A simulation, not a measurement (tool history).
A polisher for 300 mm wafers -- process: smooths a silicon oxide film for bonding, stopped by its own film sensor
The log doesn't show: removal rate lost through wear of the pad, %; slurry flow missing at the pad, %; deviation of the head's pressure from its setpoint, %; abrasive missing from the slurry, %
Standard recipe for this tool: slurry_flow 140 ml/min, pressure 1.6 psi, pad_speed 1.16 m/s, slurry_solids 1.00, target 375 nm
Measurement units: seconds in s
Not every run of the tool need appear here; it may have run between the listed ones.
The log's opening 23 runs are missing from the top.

run	hour	slurry_flow	pressure	pad_speed	slurry_solids	target	wafers since the last listed run	wafers polished on this pad	hours since the slurry nozzle was cleaned	hours since the head pressure was calibrated	hours since the slurry blender was calibrated	incoming thickness of the incoming film, nm	seconds
24	559.5	140	1.6	1.16	1.00	366	273	328	246.5	157.6	44.7	433.9	119.0
25	586.6	140	1.6	1.16	1.00	375	207	536	273.6	184.7	71.8	430.3	98.5
26	610.4	140	1.6	1.16	1.00	375	182	718	297.4	208.5	95.6	432.7	99.8
27	627.3	140	1.6	1.16	1.00	375	129	847	314.3	225.4	112.5	433.0	99.5
28	644.5	140	2.1	1.40	1.00	375	131	979	331.5	242.6	129.7	435.2	69.1
29	673.0	140	2.1	1.16	1.00	389	218	1197	360.0	271.1	158.2	429.9	53.4
# hour 683.7: worn pad replaced by a new one
30	702.0	160	1.6	1.16	0.75	365	191	139	389.0	300.1	187.2	432.2	125.8
31	732.9	140	1.6	1.16	1.00	375	236	376	419.9	331.0	218.1	432.1	101.9

Forecast each of these 3 alternatives for the next run:
A	733.4	140	1.6	1.16	1.00	375	3	380	420.4	331.5	218.6	421.9	?
B	733.4	140	1.9	0.84	0.90	375	3	380	420.4	331.5	218.6	421.9	?
C	733.4	140	2.0	0.86	1.00	375	3	380	420.4	331.5	218.6	421.9	?

run	seconds
A	81.1
B	91.1
C	82.4
With no hidden state in the tool, these same runs would have given:
run	seconds
A	81.1
B	91.1
C	82.4
